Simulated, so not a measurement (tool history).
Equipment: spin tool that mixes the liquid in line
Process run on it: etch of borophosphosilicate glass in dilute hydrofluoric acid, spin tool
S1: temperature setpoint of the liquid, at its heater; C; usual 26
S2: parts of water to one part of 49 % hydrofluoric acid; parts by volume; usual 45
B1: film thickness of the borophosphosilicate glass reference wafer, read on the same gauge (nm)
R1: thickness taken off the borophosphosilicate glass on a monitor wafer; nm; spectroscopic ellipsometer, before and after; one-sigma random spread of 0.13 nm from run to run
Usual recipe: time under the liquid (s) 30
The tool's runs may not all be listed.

{"run": 1, "hour": 0.0, "S1": 26, "S2": 45, "time under the liquid (s)": 30, "B1": 120.02, "R1": 39.51}
{"run": 2, "hour": 53.6, "S1": 22.5, "S2": 45, "time under the liquid (s)": 30, "B1": 119.98, "R1": 34.32}
{"run": 3, "hour": 61.3, "S1": 26, "S2": 45, "time under the liquid (s)": 30, "B1": 120, "R1": 39.61}
{"run": 4, "hour": 67.7, "S1": 26, "S2": 45, "time under the liquid (s)": 30, "B1": 120.02, "R1": 39.61}
{"run": 5, "hour": 84.1, "S1": 26, "S2": 45, "time under the liquid (s)": 30, "B1": 120, "R1": 39.74}
{"run": 6, "hour": 93.3, "S1": 26, "S2": 45, "time under the liquid (s)": 30, "B1": 120.04, "R1": 39.79}
{"run": 7, "hour": 99.9, "S1": 26, "S2": 45, "time under the liquid (s)": 30, "B1": 120.01, "R1": 39.45}
{"run": 8, "hour": 115.5, "S1": 26, "S2": 45, "time under the liquid (s)": 30, "B1": 120.01, "R1": 39.62}
{"run": 9, "hour": 131.3, "S1": 26, "S2": 45, "time under the liquid (s)": 20, "B1": 120.03, "R1": 26.43}
{"run": 10, "hour": 147.0, "S1": 26, "S2": 45, "time under the liquid (s)": 20, "B1": 120.01, "R1": 26.52}
{"run": 11, "hour": 161.5, "S1": 29.5, "S2": 35, "time under the liquid (s)": 30, "B1": 120, "R1": 59.58}
{"hour": 169.2, "done": "hydrofluoric acid flow meter replaced"}
{"hour": 173.1, "done": "thermometer replaced"}
{"run": 12, "hour": 177.5, "S1": 29.5, "S2": 35, "time under the liquid (s)": 30, "B1": 120.02, "R1": 56.22}
{"run": 13, "hour": 190.1, "S1": 29.5, "S2": 35, "time under the liquid (s)": 30, "B1": 119.99, "R1": 56.51}
{"run": 14, "hour": 200.6, "S1": 26, "S2": 45, "time under the liquid (s)": 30, "B1": 120, "R1": 37.62}
{"run": 15, "hour": 208.9, "S1": 30, "S2": 30, "time under the liquid (s)": 45, "B1": 119.99, "R1": 102.26}
{"run": 16, "hour": 226.5, "S1": 22.5, "S2": 45, "time under the liquid (s)": 30, "B1": 120, "R1": 32.84}
{"run": 17, "hour": 243.2, "S1": 24.5, "S2": 50, "time under the liquid (s)": 35, "B1": 119.99, "R1": 37.23}
{"run": 18, "hour": 253.5, "S1": 26, "S2": 30, "time under the liquid (s)": 45, "B1": 120.02, "R1": 87.17}
{"run": 19, "hour": 269.6, "S1": 29, "S2": 55, "time under the liquid (s)": 35, "B1": 120.01, "R1": 40.11}
{"run": 20, "hour": 282.9, "S1": 26, "S2": 50, "time under the liquid (s)": 30, "B1": 119.98, "R1": 33.79}
{"hour": 285.7, "done": "gauge calibrated"}
{"run": 21, "hour": 293.4, "S1": 29, "S2": 40, "time under the liquid (s)": 20, "B1": 120, "R1": 32.28}
{"run": 22, "hour": 310.8, "S1": 26, "S2": 35, "time under the liquid (s)": 30, "B1": 120.01, "R1": 49.26}
{"run": 23, "hour": 321.2, "S1": 29, "S2": 35, "time under the liquid (s)": 45, "B1": 119.99, "R1": 84.17}
{"run": 24, "hour": 335.2, "S1": 21.5, "S2": 55, "time under the liquid (s)": 15, "B1": 120, "R1": 12.68}
{"run": 25, "hour": 344.8, "S1": 30.5, "S2": 40, "time under the liquid (s)": 30, "B1": 120.02, "R1": 51.51}
{"run": 26, "hour": 355.7, "S1": 29, "S2": 55, "time under the liquid (s)": 35, "B1": 119.98, "R1": 40.38}
{"run": 27, "hour": 363.4, "S1": 21, "S2": 35, "time under the liquid (s)": 30, "B1": 119.99, "R1": 40.3}
{"run": 28, "hour": 369.8, "S1": 29.5, "S2": 25, "time under the liquid (s)": 45, "B1": 120, "R1": 121.72}
{"run": 29, "hour": 385.3, "S1": 29, "S2": 40, "time under the liquid (s)": 20, "B1": 120, "R1": 32.57}

Some steps in R1 between neighbouring runs. How much of each would the tool show without its hidden state too (settings, what came in, random variation), and how much is left for the hidden state, with any gauge scatter that isn't in both results?
What the log doesn't record here: liquid hotter than its thermometer reads (K); hydrofluoric acid flow above the setpoint (%); gauge reads high (%).
Run 10 -> 11: S1 26 -> 29.5, S2 45 -> 35, time under the liquid (s) 20 -> 30. R1 +33.06 nm: hidden state +1.8, all else +31.26.
Run 11 -> 12: hydrofluoric acid flow meter replaced, thermometer replaced. R1 -3.36 nm: hidden state -3.2, all else -0.16.
Run 27 -> 28: S1 21 -> 29.5, S2 35 -> 25, time under the liquid (s) 30 -> 45. R1 +81.42 nm: hidden state +0.86, all else +80.56.
Run 28 -> 29: S1 29.5 -> 29, S2 25 -> 40, time under the liquid (s) 45 -> 20. R1 -89.15 nm: hidden state -0.9, all else -88.25.

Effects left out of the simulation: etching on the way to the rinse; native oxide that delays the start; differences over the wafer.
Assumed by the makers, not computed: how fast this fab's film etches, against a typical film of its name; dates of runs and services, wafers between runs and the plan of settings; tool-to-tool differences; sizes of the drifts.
